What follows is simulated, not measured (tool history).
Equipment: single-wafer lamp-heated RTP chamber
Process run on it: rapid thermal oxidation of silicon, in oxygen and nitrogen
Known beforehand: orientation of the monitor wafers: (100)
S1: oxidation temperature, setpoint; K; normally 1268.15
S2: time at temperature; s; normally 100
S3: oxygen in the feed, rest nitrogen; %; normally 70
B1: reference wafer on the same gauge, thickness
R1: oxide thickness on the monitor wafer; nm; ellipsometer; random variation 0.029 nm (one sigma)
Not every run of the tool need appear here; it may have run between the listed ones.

| run | hour | S1 | S2 | S3 | B1 | R1 |
|---|---|---|---|---|---|---|
| 1 | 0 | 1268.15 | 100 | 70 | 6.374 | 6.306 |
| 2 | 32.5 | 1268.15 | 100 | 70 | 6.379 | 6.394 |
| 3 | 62.6 | 1268.15 | 100 | 70 | 6.368 | 6.399 |
| 4 | 75.5 | 1268.15 | 100 | 49 | 6.368 | 5.661 |
| 5 | 105.5 | 1281.15 | 100 | 70 | 6.378 | 7.084 |
|  | 117.7 | gauge calibrated |
| 6 | 139.9 | 1268.15 | 100 | 70 | 6.378 | 6.448 |
| 7 | 173.9 | 1268.15 | 100 | 70 | 6.371 | 6.438 |
|  | 187 | pyrometer window cleaned and pyrometer calibrated |
| 8 | 274.2 | 1268.15 | 100 | 70 | 6.37 | 6.248 |
| 9 | 297 | 1268.15 | 100 | 70 | 6.362 | 6.269 |
| 10 | 330.7 | 1268.15 | 100 | 70 | 6.366 | 6.305 |
| 11 | 410.3 | 1268.15 | 100 | 48 | 6.373 | 5.566 |
|  | 431.6 | oxygen flow controller replaced |
|  | 432 | gauge calibrated |
| 12 | 442.3 | 1268.15 | 100 | 70 | 6.365 | 6.389 |
| 13 | 549.8 | 1294.15 | 83 | 70 | 6.371 | 7.115 |
|  | 566.5 | pyrometer window cleaned and pyrometer calibrated |
| 14 | 577.7 | 1259.15 | 144 | 58 | 6.367 | 6.343 |
| 15 | 594.4 | 1268.15 | 100 | 70 | 6.377 | 6.169 |
| 16 | 606.7 | 1257.15 | 100 | 62 | 6.378 | 5.484 |
| 17 | 623.7 | 1268.15 | 100 | 70 | 6.372 | 6.278 |
| 18 | 642.8 | 1268.15 | 123 | 47 | 6.381 | 5.993 |
| 19 | 664.7 | 1239.15 | 100 | 70 | 6.366 | 5.073 |

Predict the results of run 20:
| 20 | 683.2 | 1252.15 | 65 | 84 | ? | ? |

B1: 6.377
R1: 4.881 nm
Had the tool carried no hidden state, the very same run would have given R1 4.759 nm.

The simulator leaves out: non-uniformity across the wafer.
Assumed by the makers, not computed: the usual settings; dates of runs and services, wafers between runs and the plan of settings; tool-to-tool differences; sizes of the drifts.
